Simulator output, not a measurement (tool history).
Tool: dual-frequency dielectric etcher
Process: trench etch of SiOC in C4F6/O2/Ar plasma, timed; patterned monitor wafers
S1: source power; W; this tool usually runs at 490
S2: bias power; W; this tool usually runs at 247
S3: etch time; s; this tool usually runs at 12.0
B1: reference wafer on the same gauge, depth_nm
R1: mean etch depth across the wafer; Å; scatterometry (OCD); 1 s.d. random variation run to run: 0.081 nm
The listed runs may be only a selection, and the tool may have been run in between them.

run 1 hour=0.0 | S1=490 S2=247 S3=12.0 | B1=30.09 | R1=322.7
run 2 hour=67.3 | S1=490 S2=247 S3=12.0 | B1=30.08 | R1=323.6
run 3 hour=135.6 | S1=490 S2=247 S3=12.0 | B1=30.12 | R1=322.4
run 4 hour=206.1 | S1=490 S2=247 S3=12.0 | B1=30.12 | R1=325.3
-- hour=269.2 upper electrode replaced
run 5 hour=294.9 | S1=490 S2=247 S3=12.0 | B1=30.12 | R1=323.4
-- hour=334.3 wet clean of the chamber
run 6 hour=350.0 | S1=490 S2=247 S3=12.0 | B1=30.15 | R1=324.5
run 7 hour=394.3 | S1=430 S2=247 S3=12.0 | B1=30.16 | R1=315.6
run 8 hour=483.7 | S1=490 S2=247 S3=15.0 | B1=30.18 | R1=404.6
run 9 hour=569.1 | S1=490 S2=247 S3=12.0 | B1=30.21 | R1=324.3
run 10 hour=641.4 | S1=490 S2=247 S3=14.0 | B1=30.22 | R1=379.9
run 11 hour=714.3 | S1=590 S2=294 S3=12.0 | B1=30.24 | R1=359.8
run 12 hour=793.5 | S1=610 S2=292 S3=12.0 | B1=30.25 | R1=360.6
-- hour=867.3 source power generator calibrated
run 13 hour=888.8 | S1=490 S2=193 S3=12.0 | B1=30.28 | R1=299.1
run 14 hour=933.9 | S1=490 S2=247 S3=12.0 | B1=30.27 | R1=325.0
-- hour=941.3 bias power generator calibrated
run 15 hour=1003.6 | S1=490 S2=247 S3=12.0 | B1=30.30 | R1=324.5
-- hour=1098.8 wet clean of the chamber
run 16 hour=1099.3 | S1=440 S2=228 S3=12.0 | B1=30.32 | R1=311.5
-- hour=1154.7 gauge calibrated
run 17 hour=1208.9 | S1=600 S2=218 S3=10.5 | B1=30.03 | R1=280.7
run 18 hour=1291.5 | S1=430 S2=222 S3=14.0 | B1=30.00 | R1=353.5
run 19 hour=1343.2 | S1=490 S2=275 S3=12.0 | B1=30.02 | R1=333.7
run 20 hour=1432.1 | S1=440 S2=228 S3=12.0 | B1=30.03 | R1=307.3
run 21 hour=1505.9 | S1=490 S2=247 S3=12.0 | B1=30.08 | R1=322.7
run 22 hour=1585.9 | S1=380 S2=247 S3=13.0 | B1=30.08 | R1=333.7
run 23 hour=1680.9 | S1=490 S2=247 S3=12.0 | B1=30.13 | R1=322.8
-- hour=1918.3 wet clean of the chamber
run 24 hour=1918.8 | S1=380 S2=299 S3=14.0 | B1=30.17 | R1=387.2
run 25 hour=2003.3 | S1=580 S2=213 S3=14.5 | B1=30.21 | R1=385.3
run 26 hour=2053.5 | S1=590 S2=299 S3=14.5 | B1=30.21 | R1=436.1
run 27 hour=2099.9 | S1=490 S2=299 S3=10.5 | B1=30.20 | R1=306.4
run 28 hour=2383.7 | S1=580 S2=282 S3=9.0 | B1=30.25 | R1=263.7
run 29 hour=2483.5 | S1=490 S2=287 S3=14.0 | B1=30.28 | R1=401.4

Below are 5 alternative next runs, each starting from the tool's condition after run 29. Predict each:
run A hour=2483.9 | S1=490 S2=247 S3=12.0 | B1=? | R1=?
run B hour=2483.9 | S1=490 S2=270 S3=14.0 | B1=? | R1=?
run C hour=2483.9 | S1=580 S2=295 S3=10.0 | B1=? | R1=?
run D hour=2483.9 | S1=490 S2=247 S3=8.5 | B1=? | R1=?
run E hour=2483.9 | S1=490 S2=247 S3=10.0 | B1=? | R1=?

run=A B1=30.30 R1=324.9
run=B B1=30.30 R1=391.4
run=C B1=30.30 R1=298.5
run=D B1=30.30 R1=230.1
run=E B1=30.30 R1=270.8
Without the tool's hidden state the same runs would have given:
run=A R1=320.7
run=B R1=386.4
run=C R1=294.7
run=D R1=227.2
run=E R1=267.3
